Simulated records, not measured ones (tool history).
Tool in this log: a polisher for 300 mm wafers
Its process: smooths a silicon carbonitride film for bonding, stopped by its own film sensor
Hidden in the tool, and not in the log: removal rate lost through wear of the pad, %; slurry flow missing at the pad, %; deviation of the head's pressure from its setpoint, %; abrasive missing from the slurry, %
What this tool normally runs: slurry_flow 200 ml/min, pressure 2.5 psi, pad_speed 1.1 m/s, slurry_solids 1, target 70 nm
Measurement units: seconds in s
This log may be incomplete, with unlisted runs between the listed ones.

run    hour  slurry_flow  pressure  pad_speed  slurry_solids  target  wafers since the last listed run  wafers polished on this pad  hours since the slurry nozzle was cleaned  hours since the head pressure was calibrated  hours since the slurry blender was calibrated  incoming thickness of the incoming film, nm  seconds
  1       0          200       2.5       1.28              1      70                                 0                         2150                                      273.9                                           183                                          267.3                                           89       51
  2    47.2          240       2.5        1.1              1      70                               504                         2655                                      321.1                                         230.2                                          314.5                                         89.2     58.5
       80.6  -- worn pad replaced by a new one
         81  -- slurry nozzle cleaned
  3   100.3          200       2.5        1.1              1      70                               520                          206                                       19.3                                         283.3                                          367.6                                         90.1     60.7
  4   152.9          200       2.5        1.1              1      68                               562                          769                                       71.9                                         335.9                                          420.2                                         90.6     70.8
      158.1  -- slurry blender recalibrated
  5   197.2          200       2.5        1.1              1      68                               452                         1221                                      116.2                                         380.2                                           39.1                                         90.9     69.5
  6   251.7          200       2.5        1.1              1      68                               583                         1804                                      170.7                                         434.7                                           93.6                                         90.1     66.7
  7   322.6          200       2.5       0.88              1      70                               758                         2563                                      241.6                                         505.6                                          164.5                                         90.5     74.2
      351.5  -- slurry nozzle cleaned
  8   407.2          200       2.5        1.1              1      70                               894                         3457                                       55.7                                         590.2                                          249.1                                         89.1     58.2
      414.6  -- worn pad replaced by a new one
      620.7  -- slurry blender recalibrated
      642.2  -- slurry nozzle cleaned
      702.5  -- worn pad replaced by a new one
  9   721.2          150       2.5        1.1              1      70                              3241                          200                                         79                                         904.2                                          100.5                                         90.4     65.2
 10   795.2          145       2.5       1.24              1      70                               791                          991                                        153                                         978.2                                          174.5                                         90.5     59.2
 11   869.8          200       2.5        1.1            0.9      70                               798                         1789                                      227.6                                        1052.8                                          249.1                                         89.3     61.5
 12   922.4          260       2.5        1.1              1      70                               562                         2352                                      280.2                                        1105.4                                          301.7                                         90.8     60.4
      946.2  -- slurry nozzle cleaned
 13   969.2          200       2.5        1.1            0.8      70                               489                         2842                                         23                                        1152.2                                          348.5                                         89.2     64.4
     1034.8  -- worn pad replaced by a new one
     1088.5  -- slurry blender recalibrated
 14  1202.3          235       2.5       1.36            1.1      76                              2429                         1770                                      256.1                                        1385.3                                          113.8                                         88.3     29.8
     1214.1  -- head pressure recalibrated
     1263.7  -- slurry nozzle cleaned
 15  1302.6          240       2.5        1.1              1      70                              1040                         2811                                       38.9                                          88.5                                          214.1                                         90.9     62.2
 16  1359.9          200       2.5        1.1              1      70                               612                         3424                                       96.2                                         145.8                                          271.4                                         89.5     59.2
     1376.6  -- worn pad replaced by a new one
 17  1434.6          145       2.5        1.1              1      72                               756                          620                                      170.9                                         220.5                                          346.1                                           89     54.5
 18  1514.3          200       2.5        1.1              1      70                               852                         1472                                      250.6                                         300.2                                          425.8                                         90.1     62.3
     1540.4  -- slurry blender recalibrated
 19  1563.4          200       1.8       1.36            0.9      66                               503                         1976                                      299.7                                         349.3                                             23                                         91.2     95.2

Give the tool's hidden conditions for every run:
removal rate lost through wear of the pad, %: 0 at every run
slurry flow missing at the pad, %: 0 at every run
deviation of the head's pressure from its setpoint, %: 0 at every run
abrasive missing from the slurry, %: 0 at every run
